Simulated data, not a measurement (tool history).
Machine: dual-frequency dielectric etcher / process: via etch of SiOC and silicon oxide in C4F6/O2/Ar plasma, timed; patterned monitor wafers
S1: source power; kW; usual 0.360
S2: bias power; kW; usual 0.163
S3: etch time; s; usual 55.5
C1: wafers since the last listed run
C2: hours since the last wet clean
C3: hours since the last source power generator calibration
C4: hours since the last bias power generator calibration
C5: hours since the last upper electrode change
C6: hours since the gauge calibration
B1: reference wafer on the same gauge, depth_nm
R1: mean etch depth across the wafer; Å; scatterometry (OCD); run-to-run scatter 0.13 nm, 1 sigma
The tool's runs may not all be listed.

run,day,S1,S2,S3,C1,C2,C3,C4,C5,C6,B1,R1
1,0.000,0.360,0.163,55.5,0,623.2,3010.1,3842.9,3538.0,1357.4,67.0,575
# day 6.267: wet clean of the chamber
2,9.304,0.360,0.143,55.5,3365,72.9,3233.4,4066.2,3761.3,1580.7,67.0,549
3,12.125,0.360,0.163,55.5,1143,140.6,3301.1,4133.9,3829.0,1648.4,67.0,565
4,13.738,0.360,0.163,55.5,653,179.3,3339.8,4172.6,3867.7,1687.1,67.0,565
5,17.408,0.360,0.163,55.5,1487,267.4,3427.9,4260.7,3955.8,1775.2,67.0,564
6,20.979,0.360,0.163,63.5,1447,353.1,3513.6,4346.4,4041.5,1860.9,67.0,644
7,23.600,0.360,0.163,63.5,1062,416.0,3576.5,4409.3,4104.4,1923.8,67.0,642
# day 27.038: bias power generator calibrated
# day 27.462: wet clean of the chamber, repeated, since the last time left the tool worse
8,27.483,0.360,0.163,63.5,1334,0.5,3669.7,10.7,4197.6,2017.0,67.0,668
9,30.279,0.360,0.152,55.5,1132,67.6,3736.8,77.8,4264.7,2084.1,67.0,574
10,34.679,0.360,0.152,55.5,1783,173.2,3842.4,183.4,4370.3,2189.7,67.0,573
11,38.662,0.360,0.163,55.5,1614,268.8,3938.0,279.0,4465.9,2285.3,67.0,583
12,40.338,0.360,0.163,55.5,678,309.0,3978.2,319.2,4506.1,2325.5,67.0,582
13,44.708,0.290,0.163,71.0,1771,413.9,4083.1,424.1,4611.0,2430.4,67.0,698
14,46.712,0.330,0.131,62.5,812,462.0,4131.2,472.2,4659.1,2478.5,67.0,602
15,49.483,0.360,0.163,55.5,1122,528.5,4197.7,538.7,4725.6,2545.0,67.0,576
16,53.488,0.360,0.142,63.5,1622,624.6,4293.8,634.8,4821.7,2641.1,67.0,639
17,55.254,0.360,0.163,55.5,715,667.0,4336.2,677.2,4864.1,2683.5,67.0,575
# day 60.412: wet clean of the chamber
18,60.433,0.430,0.181,66.5,1693,0.5,4460.5,801.5,4988.4,2807.8,67.0,756
19,71.183,0.440,0.163,55.5,4356,258.5,4718.5,1059.5,5246.4,3065.8,66.9,614
20,74.754,0.270,0.179,70.5,1447,344.2,4804.2,1145.2,5332.1,3151.5,67.0,694
# day 76.125: gauge calibrated
21,77.046,0.450,0.127,39.5,928,399.2,4859.2,1200.2,5387.1,22.1,67.0,415
22,79.225,0.430,0.181,66.5,883,451.5,4911.5,1252.5,5439.4,74.4,67.0,749
# day 79.629: source power generator calibrated
# day 82.379: upper electrode replaced
23,82.825,0.360,0.163,55.5,986,537.9,76.7,1338.9,10.7,160.8,67.0,575
24,86.071,0.360,0.163,55.5,1315,615.8,154.6,1416.8,88.6,238.7,67.0,574
# day 91.346: wet clean of the chamber
25,99.338,0.360,0.163,55.5,4970,191.8,473.0,1735.2,407.0,557.1,67.1,580
26,103.588,0.360,0.146,55.5,1722,293.8,575.0,1837.2,509.0,659.1,67.0,565
27,106.408,0.400,0.198,40.0,1143,361.5,642.7,1904.9,576.7,726.8,67.0,452
28,110.488,0.360,0.137,55.5,1652,459.4,740.6,2002.8,674.6,824.7,67.0,553
29,112.188,0.400,0.163,55.5,688,500.2,781.4,2043.6,715.4,865.5,67.1,595
30,114.633,0.390,0.190,44.0,991,558.9,840.1,2102.3,774.1,924.2,67.0,486

3 options for the next run, each taken on its own from the tool as it stands now. Forecast them:
A,114.650,0.360,0.163,55.5,6,559.3,840.5,2102.7,774.5,924.6,?,?
B,114.650,0.290,0.127,66.0,6,559.3,840.5,2102.7,774.5,924.6,?,?
C,114.650,0.360,0.173,55.5,6,559.3,840.5,2102.7,774.5,924.6,?,?

run,B1,R1
A,67.0,574
B,67.0,604
C,67.0,583
What these runs would have given with no unlogged condition in the tool:
run,R1
A,583
B,612
C,591

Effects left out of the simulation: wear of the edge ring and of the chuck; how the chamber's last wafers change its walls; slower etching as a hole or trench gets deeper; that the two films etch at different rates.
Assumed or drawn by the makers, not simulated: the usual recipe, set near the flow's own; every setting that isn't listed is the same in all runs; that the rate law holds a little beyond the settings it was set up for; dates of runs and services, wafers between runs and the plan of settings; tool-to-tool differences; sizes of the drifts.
